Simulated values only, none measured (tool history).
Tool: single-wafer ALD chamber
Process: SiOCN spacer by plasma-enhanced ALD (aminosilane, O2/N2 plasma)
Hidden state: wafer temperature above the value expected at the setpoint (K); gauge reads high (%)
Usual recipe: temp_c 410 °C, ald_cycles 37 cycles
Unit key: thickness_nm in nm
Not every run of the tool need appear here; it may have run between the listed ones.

run    hour  temp_c  ald_cycles  wafers since the last listed run  hours since the last thermocouple change  hours since the gauge calibration  read-back reference wafer on the same gauge, thickness_nm  thickness_nm
  1     0.0     410          39                                 0                                     664.5                              979.2                                                      2.221         2.207
  2    28.4     410          39                               201                                     692.9                             1007.6                                                      2.222         2.205
  3    58.4     410          37                               213                                     722.9                             1037.6                                                      2.222         2.094
  4   114.0     410          37                               395                                     778.5                             1093.2                                                      2.220         2.097
  5   160.9     406          37                               333                                     825.4                             1140.1                                                      2.219         2.127
  6   189.6     406          37                               204                                     854.1                             1168.8                                                      2.218         2.128
  7   244.9     410          37                               393                                     909.4                             1224.1                                                      2.219         2.114
  8   285.9     410          37                               291                                     950.4                             1265.1                                                      2.220         2.098
  9   312.5     410          37                               189                                     977.0                             1291.7                                                      2.218         2.100
 10   352.3     410          37                               282                                    1016.8                             1331.5                                                      2.222         2.101
 11   391.5     410          37                               278                                    1056.0                             1370.7                                                      2.221         2.112
 12   462.6     410          37                               505                                    1127.1                             1441.8                                                      2.221         2.099
 13   499.1     410          37                               259                                    1163.6                             1478.3                                                      2.219         2.103
 14   706.6     410          37                              1475                                    1371.1                             1685.8                                                      2.221         2.121
 15   739.4     410          37                               233                                    1403.9                             1718.6                                                      2.221         2.105
 16   792.0     410          37                               373                                    1456.5                             1771.2                                                      2.216         2.107
 17   980.0     407          35                              1336                                    1644.5                             1959.2                                                      2.221         2.027
 18  1004.9     407          35                               177                                    1669.4                             1984.1                                                      2.221         2.020
 19  1075.0     402          37                               498                                    1739.5                             2054.2                                                      2.221         2.146
 20  1111.4     401          40                               258                                    1775.9                             2090.6                                                      2.223         2.325
 21  1141.7     424          39                               215                                    1806.2                             2120.9                                                      2.219         2.115
 22  1187.7     400          32                               327                                    1852.2                             2166.9                                                      2.222         1.867
 23  1253.5     410          43                               467                                    1918.0                             2232.7                                                      2.218         2.461
     1279.7  -- thermocouple changed; heater temperature recalibrated
     1299.9  -- gauge calibrated
 24  1313.0     420          43                               366                                      33.3                               13.1                                                      2.219         2.327
 25  1342.6     410          37                               210                                      62.9                               42.7                                                      2.216         2.084
 26  1402.4     410          44                               425                                     122.7                              102.5                                                      2.220         2.474
 27  1459.6     410          43                               406                                     179.9                              159.7                                                      2.220         2.438
 28  1637.6     424          33                              1265                                     357.9                              337.7                                                      2.219         1.780
 29  1691.7     410          35                               384                                     412.0                              391.8                                                      2.219         1.989
 30  1738.1     400          42                               329                                     458.4                              438.2                                                      2.221         2.451
 31  1800.7     420          42                               445                                     521.0                              500.8                                                      2.221         2.293
 32  1830.7     418          39                               213                                     551.0                              530.8                                                      2.220         2.151
 33  1873.3     421          43                               302                                     593.6                              573.4                                                      2.218         2.349
 34  1919.2     397          30                               326                                     639.5                              619.3                                                      2.219         1.744
 35  1966.5     421          43                               336                                     686.8                              666.6                                                      2.220         2.357
 36  2003.5     410          37                               263                                     723.8                              703.6                                                      2.216         2.103
 37  2030.7     419          40                               193                                     751.0                              730.8                                                      2.218         2.201
 38  2090.4     420          39                               424                                     810.7                              790.5                                                      2.221         2.134

Consider 4 possible next runs. They are alternatives, not a sequence: every one starts from the tool as it was left by run 38. What does each give?
  A  2090.9     410          37                                 3                                     811.2                              791.0                                                          ?             ?
  B  2090.9     406          42                                 3                                     811.2                              791.0                                                          ?             ?
  C  2090.9     401          31                                 3                                     811.2                              791.0                                                          ?             ?
  D  2090.9     402          41                                 3                                     811.2                              791.0                                                          ?             ?

run  read-back reference wafer on the same gauge, thickness_nm  thickness_nm
  A                                                      2.217         2.106
  B                                                      2.217         2.422
  C                                                      2.217         1.806
  D                                                      2.217         2.389
What these runs would have given with no unlogged condition in the tool:
run  thickness_nm
  A         2.091
  B         2.406
  C         1.805
  D         2.380
